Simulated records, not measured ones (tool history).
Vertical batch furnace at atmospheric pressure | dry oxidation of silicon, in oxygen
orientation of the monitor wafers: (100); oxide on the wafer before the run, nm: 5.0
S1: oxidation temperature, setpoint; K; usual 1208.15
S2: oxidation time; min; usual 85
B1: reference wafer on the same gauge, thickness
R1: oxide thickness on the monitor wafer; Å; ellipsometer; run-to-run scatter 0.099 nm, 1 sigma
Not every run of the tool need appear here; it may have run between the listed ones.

run   hour       S1     S2     B1     R1
  1      0  1208.15     85  30.89  344.7
  2      8  1208.15     85  30.89  343.4
  3     18  1208.15     85  30.91  342.8
  4   28.3  1208.15     85  30.91  344.2
  5   35.1  1208.15     85  30.91  343.7
  6   49.4  1208.15     85  30.91  345.1
  7   64.1  1208.15     85   30.9  344.1
  8     74  1208.15     85  30.88  343.1
  9   83.8  1208.15     85  30.89  345.8
 10   96.4  1208.15    107  30.88  400.8
 11  107.3  1208.15    107  30.91  400.2
 12  116.5  1208.15    107  30.91  402.9
 13  125.6  1208.15     85  30.89  343.3
 14  135.5  1208.15     85   30.9  344.6
 15  144.4  1208.15  111.5   30.9  412.1
 16  151.1  1208.15    116  30.91  423.9
 17  164.4  1208.15     85  30.87  345.6
 18  190.1  1208.15     85  30.88  343.1
 19  194.3  1208.15     85   30.9  343.8
 20  198.6  1208.15     85  30.89  343.7
 21  215.1  1208.15  127.5  30.89  453.9
 22  223.8  1184.15  110.5  30.87  325.7
 23  241.4  1223.15   98.5   30.9  441.4
 24  252.9  1208.15     85   30.9  341.8
 25  281.3  1208.15    122  30.91  440.3
 26  285.6  1233.15  124.5  30.88    571
 27  290.5  1195.15     85  30.89  305.2
 28  298.4  1223.15    124   30.9  515.4
 29  311.5  1208.15     67  30.89  294.9
 30  321.4  1233.15  124.5   30.9  567.1
 31  335.9  1187.15     66  30.91  242.4
 32    350  1197.15    127   30.9  403.5
 33  360.2  1208.15     57   30.9  265.3
 34  377.9  1208.15     85  30.93  343.7
 35  388.2  1225.15   67.5  30.89  349.4
 36  403.1  1190.15   53.5   30.9  218.8
 37  416.7  1208.15     85  30.91  344.8

Not shown here: 3 entries made in the log between runs. Locate each between two listed runs and compare the hidden state at the listed run before it with the hidden state at the listed run after it:
Run 17 -> run 18: gauge calibrated (hour 172.5); thermocouples replaced and temperature profile calibrated (hour 189.6)
  no difference in the tool's unlogged condition between these two runs
Run 24 -> run 25: boat lift adjusted (hour 280.8)
  no difference in the tool's unlogged condition between these two runs
